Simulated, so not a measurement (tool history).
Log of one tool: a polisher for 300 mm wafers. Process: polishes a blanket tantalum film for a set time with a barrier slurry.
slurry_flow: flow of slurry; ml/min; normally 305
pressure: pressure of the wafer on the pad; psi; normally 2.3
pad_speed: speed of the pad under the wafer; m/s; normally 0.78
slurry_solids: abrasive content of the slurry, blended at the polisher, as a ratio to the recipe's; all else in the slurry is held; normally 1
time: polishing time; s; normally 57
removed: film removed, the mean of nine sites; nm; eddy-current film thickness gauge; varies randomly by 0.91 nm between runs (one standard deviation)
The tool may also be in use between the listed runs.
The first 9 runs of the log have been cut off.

run    hour  slurry_flow  pressure  pad_speed  slurry_solids  time  wafers since the last listed run  wafers polished on this pad  hours since the slurry nozzle was cleaned  hours since the head pressure was calibrated  hours since the slurry blender was calibrated  incoming thickness of the incoming film, nm  removed
 10   575.9          305       2.9       0.78              1    57                               534                         3426                                      257.4                                         247.3                                          219.3                                        235.7    107.1
 11   607.3          305       2.3       0.78              1    57                               406                         3832                                      288.8                                         278.7                                          250.7                                        240.2     85.5
 12   648.6          305       2.3       0.78              1    57                               534                         4367                                      330.1                                           320                                            292                                        242.6     85.8
      674.6  -- worn pad replaced by a new one
 13     701          305         2       0.96              1    57                               626                          342                                      382.5                                         372.4                                          344.4                                        242.2     93.1
        728  -- slurry nozzle cleaned
 14   731.2          305         3       0.78            1.3    38                               378                          720                                        3.2                                         402.6                                          374.6                                        241.1     78.7
      746.7  -- slurry blender recalibrated
 15   788.5          405       2.5       0.64              1    67                               715                         1435                                       60.5                                         459.9                                           41.8                                        236.7     93.5
 16   857.7          240       2.3        0.9           0.85    41                               895                         2331                                      129.7                                         529.1                                            111                                        241.7       68
        883  -- head pressure recalibrated
 17   883.5          305       2.3       0.78              1    57                               308                         2639                                      155.5                                           0.5                                          136.8                                        240.1     87.7
 18   912.4          305       2.3       0.78              1    57                               374                         3014                                      184.4                                          29.4                                          165.7                                        241.6     87.1
 19    1097          305         3        0.9            1.1    68                              2389                         5403                                        369                                           214                                          350.3                                          238      157
     1128.2  -- slurry nozzle cleaned
 20    1129          380       2.3          1            0.9    57                               401                         5805                                        0.8                                           246                                          382.3                                          239    110.5
     1138.5  -- worn pad replaced by a new one
 21  1189.1          305       2.3       0.78           1.15    57                               726                          655                                       60.9                                         306.1                                          442.4                                        234.8     88.9
     1227.2  -- slurry blender recalibrated
 22  1251.1          305       2.3       0.78              1    57                               776                         1431                                      122.9                                         368.1                                           23.9                                          237     86.2
 23  1297.2          305       2.3       0.78              1    57                               596                         2028                                        169                                         414.2                                             70                                        240.3     86.2
     1326.6  -- head pressure recalibrated
 24  1350.3          220       2.3       0.78              1    57                               661                         2690                                      222.1                                          23.7                                          123.1                                        241.1     84.3
 25  1403.6          405       2.5       0.64              1    67                               689                         3380                                      275.4                                            77                                          176.4                                          243     91.3
 26  1450.5          390       2.3       0.78              1    75                               607                         3987                                      322.3                                         123.9                                          223.3                                        239.4    114.4
 27  1493.8          365       2.3       0.94            1.3    66                               560                         4547                                      365.6                                         167.2                                          266.6                                        237.7    128.6
     1527.8  -- worn pad replaced by a new one
 28  1529.6          380       2.6        0.5           0.85    57                               411                           22                                      401.4                                           203                                          302.4                                        239.2     62.3
     1562.7  -- slurry nozzle cleaned
 29  1600.2          305       2.3       0.78            1.1    57                               901                          923                                       37.5                                         273.6                                            373                                        239.5     90.4
     1634.3  -- slurry blender recalibrated
 30  1655.6          275       2.9       1.02           0.75    57                               691                         1614                                       92.9                                           329                                           21.3                                          239    131.6

4 ways to go on from here, each from the tool as it stands after run 30. What would each give?
  A  1656          305       2.3       0.78              1    57                                 5                         1620                                       93.3                                         329.4                                           21.7                                        240.1        ?
  B  1656          250       2.3       0.78            1.1    64                                 5                         1620                                       93.3                                         329.4                                           21.7                                        240.1        ?
  C  1656          275       2.3       0.78            1.2    57                                 5                         1620                                       93.3                                         329.4                                           21.7                                        240.1        ?
  D  1656          245       2.3          1              1    57                                 5                         1620                                       93.3                                         329.4                                           21.7                                        240.1        ?

run  removed
  A     85.7
  B     95.9
  C     87.7
  D    107.2
With no hidden state in the tool, these same runs would have given:
run  removed
  A     85.7
  B     95.9
  C     87.7
  D    107.2
